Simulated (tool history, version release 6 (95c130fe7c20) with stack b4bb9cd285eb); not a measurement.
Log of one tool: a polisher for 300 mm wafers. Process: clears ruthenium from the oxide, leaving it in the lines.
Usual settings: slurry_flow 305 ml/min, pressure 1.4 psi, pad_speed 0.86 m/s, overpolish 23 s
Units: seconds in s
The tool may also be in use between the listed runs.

run,hour,slurry_flow,pressure,pad_speed,overpolish,wafers since the last listed run,wafers polished on this pad,hours since the slurry nozzle was cleaned,hours since the head pressure was calibrated,"incoming thickness of the incoming film, nm",seconds
1,0.0,305,1.4,0.86,23,0,28,350.9,515.8,108.8,165.4
2,57.8,305,1.4,0.86,23,456,484,408.7,573.6,110.8,173.3
# hour 113.3: slurry nozzle cleaned
3,267.5,305,1.4,0.86,23,1649,2133,154.2,783.3,111.5,182.9
4,292.2,235,1.4,0.96,23,195,2329,178.9,808.0,111.8,168.7
5,415.0,305,1.8,0.86,14,970,3299,301.7,930.8,107.7,151.7
6,451.5,305,1.8,0.86,14,288,3587,338.2,967.3,111.0,158.1
# hour 471.3: worn pad replaced by a new one
7,510.5,305,1.4,0.86,23,434,309,397.2,1026.3,110.7,170.1
# hour 533.2: slurry nozzle cleaned
8,572.4,305,1.4,0.86,23,481,790,39.2,1088.2,110.6,172.1
9,609.6,305,1.4,0.86,23,293,1084,76.4,1125.4,109.3,169.1
10,674.7,305,1.4,0.86,23,514,1599,141.5,1190.5,109.2,169.7
11,710.2,305,1.4,0.86,23,280,1879,177.0,1226.0,110.4,175.4
12,762.6,305,1.4,0.86,23,414,2293,229.4,1278.4,109.7,172.4
13,805.5,305,1.4,0.86,23,338,2632,272.3,1321.3,108.7,179.6
14,839.9,305,1.4,0.86,23,271,2904,306.7,1355.7,110.3,186.4
15,897.2,305,1.8,0.86,23,452,3357,364.0,1413.0,111.7,157.2
16,934.6,395,1.8,0.86,23,295,3652,401.4,1450.4,110.7,153.2
# hour 953.7: slurry nozzle cleaned
# hour 954.7: worn pad replaced by a new one
17,1001.0,305,1.4,0.86,23,508,365,47.3,1516.8,111.6,177.4
18,1035.2,335,1.4,0.96,23,270,636,81.5,1551.0,112.2,161.2
19,1065.3,365,1.2,0.86,13,237,873,111.6,1581.1,110.0,192.8
# hour 1119.0: head pressure recalibrated
20,1125.0,305,1.7,0.68,23,455,1329,171.3,6.0,110.7,189.4
21,1167.4,270,1.4,0.74,27,335,1664,213.7,48.4,110.3,200.3
22,1236.6,255,1.3,0.86,23,546,2211,282.9,117.6,111.1,192.1
23,1273.0,305,1.4,0.86,23,287,2499,319.3,154.0,110.2,183.6
24,1321.7,305,1.4,0.86,23,384,2884,368.0,202.7,110.4,188.7
25,1367.5,305,1.4,0.86,23,361,3245,413.8,248.5,109.5,187.4
# hour 1424.9: worn pad replaced by a new one
26,1427.7,305,1.4,0.86,23,444,22,474.0,308.7,110.0,176.3
# hour 1456.3: slurry nozzle cleaned
27,1496.0,305,1.4,0.86,23,531,554,39.7,377.0,109.8,175.2
28,1527.2,305,1.4,0.66,31,246,800,70.9,408.2,110.4,228.0
29,1565.6,305,1.4,0.62,23,303,1104,109.3,446.6,108.3,237.8
30,1607.8,305,1.6,0.62,19,333,1437,151.5,488.8,109.1,211.8
31,1654.8,235,1.4,1.00,23,371,1809,198.5,535.8,109.3,154.9
32,1714.1,305,1.7,0.62,23,468,2277,257.8,595.1,108.6,220.5
33,1762.6,305,1.4,0.86,23,383,2660,306.3,643.6,109.3,179.0
34,1791.1,330,1.4,0.86,23,225,2886,334.8,672.1,111.0,185.2
35,1834.7,305,1.4,0.86,23,344,3230,378.4,715.7,110.9,194.4
36,1874.3,305,1.4,0.86,23,312,3543,418.0,755.3,110.5,191.4

The tool's hidden state at each run:
slurry flow missing at the pad, %: 0 in every run
deviation of the head's pressure from its setpoint, %: 0 in every run
H1: removal rate lost through wear of the pad, %
run,H1
1,0.354
2,0.551
3,4.2
4,4.94
5,9.53
6,11.2
7,0.64
8,1.09
9,1.56
10,2.73
11,3.55
12,5
13,6.41
14,7.68
15,10.1
16,11.8
17,0.996
18,1.22
19,1.53
20,2.4
21,3.25
22,5.05
23,6.19
24,7.94
25,9.81
26,0.918
27,1.18
28,1.47
29,1.96
30,2.67
31,3.69
32,5.3
33,6.89
34,7.95
35,9.72
36,11.5
